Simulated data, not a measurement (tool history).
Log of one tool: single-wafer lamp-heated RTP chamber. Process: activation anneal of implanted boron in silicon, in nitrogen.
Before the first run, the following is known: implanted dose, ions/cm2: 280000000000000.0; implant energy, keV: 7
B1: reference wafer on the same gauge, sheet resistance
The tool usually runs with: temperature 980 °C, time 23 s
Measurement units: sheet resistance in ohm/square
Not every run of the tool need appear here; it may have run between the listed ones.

Run 1, day 0: usual settings; B1 449.1. Result: sheet resistance 401.28 ohm/square.
Run 2, day 0.692: usual settings; B1 449.1. Result: sheet resistance 401.07 ohm/square.
Run 3, day 1.4: usual settings; B1 449.21. Result: sheet resistance 400.55 ohm/square.
Run 4, day 1.825: usual settings but temperature 959 °C; B1 449.24. Result: sheet resistance 412.69 ohm/square.
Run 5, day 2.121: usual settings; B1 449.03. Result: sheet resistance 400.82 ohm/square.
Run 6, day 2.85: usual settings; B1 449.02. Result: sheet resistance 400.64 ohm/square.
Run 7, day 3.371: usual settings but time 20 s; B1 448.89. Result: sheet resistance 401.8 ohm/square.
Run 8, day 3.738: usual settings but time 20 s; B1 449.11. Result: sheet resistance 401.73 ohm/square.
Run 9, day 4.162: usual settings but temperature 993 °C, time 14 s; B1 448.88. Result: sheet resistance 400.73 ohm/square.
Run 10, day 4.738: usual settings but temperature 993 °C, time 14 s; B1 448.97. Result: sheet resistance 399.98 ohm/square.
Run 11, day 5.004: usual settings but temperature 967 °C; B1 448.89. Result: sheet resistance 405.44 ohm/square.
Run 12, day 5.35: usual settings but temperature 967 °C; B1 448.98. Result: sheet resistance 404.89 ohm/square.
Run 13, day 6.083: usual settings; B1 448.69. Result: sheet resistance 400.46 ohm/square.
Run 14, day 6.754: usual settings; B1 449.1. Result: sheet resistance 400.88 ohm/square.
Run 15, day 7.3: usual settings but temperature 973 °C; B1 449.12. Result: sheet resistance 403.24 ohm/square.
Run 16, day 7.742: usual settings; B1 449.08. Result: sheet resistance 400.92 ohm/square.
Run 17, day 8.096: usual settings; B1 448.8. Result: sheet resistance 400.73 ohm/square.
Run 18, day 8.408: usual settings but temperature 969 °C, time 32 s; B1 449.14. Result: sheet resistance 403.07 ohm/square.
Run 19, day 8.833: usual settings but temperature 994 °C, time 31 s; B1 449.07. Result: sheet resistance 396.02 ohm/square.
Run 20, day 9.3: usual settings but time 31 s; B1 449.03. Result: sheet resistance 397.42 ohm/square.
Run 21, day 9.838: usual settings but temperature 956 °C, time 32 s; B1 448.86. Result: sheet resistance 410.94 ohm/square.
Run 22, day 10.188: usual settings but time 14 s; B1 448.84. Result: sheet resistance 402.89 ohm/square.
Run 23, day 11.958: usual settings but temperature 1008 °C, time 18 s; B1 449.08. Result: sheet resistance 395.87 ohm/square.
Run 24, day 13.279: usual settings; B1 449.16. Result: sheet resistance 401.32 ohm/square.
At day 13.729: reflector plate cleaned.
Run 25, day 13.771: usual settings but time 18 s; B1 448.8. Result: sheet resistance 401.78 ohm/square.
Run 26, day 14.025: usual settings but temperature 998 °C; B1 449.3. Result: sheet resistance 396.8 ohm/square.
At day 14.446: pyrometer window cleaned and pyrometer calibrated.
Run 27, day 14.7: usual settings; B1 449.28. Result: sheet resistance 404.92 ohm/square.
Run 28, day 15.196: usual settings but temperature 998 °C, time 16 s; B1 449.13. Result: sheet resistance 400.49 ohm/square.
At day 15.838: gauge calibrated.
Run 29, day 15.875: usual settings but temperature 1006 °C, time 11 s; B1 449.16. Result: sheet resistance 400.41 ohm/square.
Run 30, day 16.483: usual settings; B1 449. Result: sheet resistance 404.16 ohm/square.
Run 31, day 17.117: usual settings but time 19 s; B1 448.93. Result: sheet resistance 405.3 ohm/square.
Run 32, day 17.779: usual settings; B1 449.11. Result: sheet resistance 403.76 ohm/square.
Run 33, day 18.438: usual settings but temperature 1000 °C; B1 448.61. Result: sheet resistance 398.23 ohm/square.

What does the tool deliver on the next run?
Run 34, day 18.925: usual settings but temperature 967 °C, time 35 s; B1 ?. Result: sheet resistance ?.

Run 34 yielded B1 449.09, sheet resistance 408.08 ohm/square.
If the tool had no hidden condition, the same run with the same run-to-run variation would have returned sheet resistance 412.29 ohm/square.

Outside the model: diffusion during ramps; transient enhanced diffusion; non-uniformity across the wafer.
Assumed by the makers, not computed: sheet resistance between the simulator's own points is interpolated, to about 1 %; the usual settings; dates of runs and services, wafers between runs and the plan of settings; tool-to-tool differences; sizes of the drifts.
